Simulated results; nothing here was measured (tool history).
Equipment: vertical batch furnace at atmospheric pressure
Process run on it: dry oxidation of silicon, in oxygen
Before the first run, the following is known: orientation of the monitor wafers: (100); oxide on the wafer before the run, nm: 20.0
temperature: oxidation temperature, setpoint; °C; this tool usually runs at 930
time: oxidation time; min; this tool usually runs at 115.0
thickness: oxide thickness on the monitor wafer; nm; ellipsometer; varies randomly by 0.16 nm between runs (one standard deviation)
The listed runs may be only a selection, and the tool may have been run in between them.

| run | hour | temperature | time | read-back reference wafer on the same gauge, thickness | thickness |
|---|---|---|---|---|---|
| 1 | 0.0 | 930 | 115.0 | 42.24 | 45.89 |
| 2 | 90.0 | 930 | 115.0 | 42.22 | 46.25 |
| 3 | 174.3 | 930 | 115.0 | 42.17 | 46.46 |
| 4 | 212.6 | 939 | 75.5 | 42.19 | 39.74 |
| 5 | 318.9 | 939 | 75.5 | 42.29 | 40.11 |
| 6 | 386.6 | 930 | 128.0 | 42.17 | 48.98 |
| 7 | 476.5 | 930 | 115.0 | 42.17 | 46.19 |
| 8 | 538.7 | 939 | 115.0 | 42.16 | 49.26 |
|  | 618.5 | gauge calibrated |
| 9 | 634.1 | 939 | 115.0 | 42.16 | 49.30 |
| 10 | 735.4 | 930 | 115.0 | 42.21 | 46.20 |
| 11 | 792.5 | 930 | 115.0 | 42.21 | 46.27 |
| 12 | 833.5 | 930 | 115.0 | 42.19 | 46.28 |
| 13 | 871.0 | 930 | 115.0 | 42.23 | 46.12 |
| 14 | 937.9 | 930 | 115.0 | 42.22 | 46.15 |
| 15 | 984.7 | 930 | 115.0 | 42.17 | 46.12 |
| 16 | 1088.6 | 930 | 115.0 | 42.22 | 46.04 |
| 17 | 1127.7 | 930 | 115.0 | 42.23 | 46.28 |
| 18 | 1185.2 | 930 | 115.0 | 42.17 | 46.38 |
| 19 | 1270.0 | 907 | 115.0 | 42.13 | 38.89 |
| 20 | 1369.3 | 948 | 144.5 | 42.14 | 60.74 |
| 21 | 1467.9 | 930 | 115.0 | 42.15 | 46.53 |
| 22 | 1557.6 | 930 | 115.0 | 42.25 | 46.61 |
| 23 | 1601.4 | 930 | 115.0 | 42.14 | 46.09 |
|  | 1645.4 | boat lift adjusted |
| 24 | 1680.5 | 941 | 98.0 | 42.12 | 48.17 |
| 25 | 1726.8 | 940 | 71.0 | 42.19 | 40.77 |
|  | 1796.1 | thermocouples replaced and temperature profile calibrated |
| 26 | 1796.6 | 930 | 69.0 | 42.23 | 36.83 |
| 27 | 1840.4 | 912 | 92.0 | 42.15 | 37.14 |
| 28 | 1917.9 | 930 | 132.5 | 42.20 | 51.04 |
| 29 | 2017.6 | 930 | 115.0 | 42.16 | 47.24 |
| 30 | 2076.7 | 930 | 161.0 | 42.20 | 56.73 |
|  | 2182.4 | gauge calibrated |
| 31 | 2253.8 | 930 | 67.0 | 42.16 | 36.56 |
| 32 | 2309.2 | 930 | 115.0 | 42.20 | 47.15 |
| 33 | 2434.9 | 930 | 168.5 | 42.23 | 59.00 |
| 34 | 2476.4 | 930 | 115.0 | 42.16 | 47.45 |
| 35 | 2571.5 | 954 | 163.0 | 42.20 | 70.42 |
| 36 | 2678.1 | 906 | 80.5 | 42.19 | 33.95 |
| 37 | 2772.1 | 930 | 115.0 | 42.21 | 47.55 |
| 38 | 2838.4 | 930 | 115.0 | 42.17 | 47.61 |

Results per run with the tool's hidden condition removed, run-to-run variation unchanged:
Hidden conditions of the tool in this case: true tube temperature minus thermocouple reading, K; monitor wafer colder than the profiled boat position, K; gauge reads high (%).
| run | thickness |
|---|---|
| 1 | 46.99 |
| 2 | 47.38 |
| 3 | 47.62 |
| 4 | 40.59 |
| 5 | 40.98 |
| 6 | 50.29 |
| 7 | 47.39 |
| 8 | 50.51 |
| 9 | 50.56 |
| 10 | 47.40 |
| 11 | 47.47 |
| 12 | 47.47 |
| 13 | 47.30 |
| 14 | 47.32 |
| 15 | 47.28 |
| 16 | 47.18 |
| 17 | 47.41 |
| 18 | 47.51 |
| 19 | 39.71 |
| 20 | 62.09 |
| 21 | 47.55 |
| 22 | 47.58 |
| 23 | 47.03 |
| 24 | 47.18 |
| 25 | 39.97 |
| 26 | 36.94 |
| 27 | 37.25 |
| 28 | 51.23 |
| 29 | 47.40 |
| 30 | 56.93 |
| 31 | 36.63 |
| 32 | 47.26 |
| 33 | 59.09 |
| 34 | 47.50 |
| 35 | 70.45 |
| 36 | 33.94 |
| 37 | 47.47 |
| 38 | 47.50 |

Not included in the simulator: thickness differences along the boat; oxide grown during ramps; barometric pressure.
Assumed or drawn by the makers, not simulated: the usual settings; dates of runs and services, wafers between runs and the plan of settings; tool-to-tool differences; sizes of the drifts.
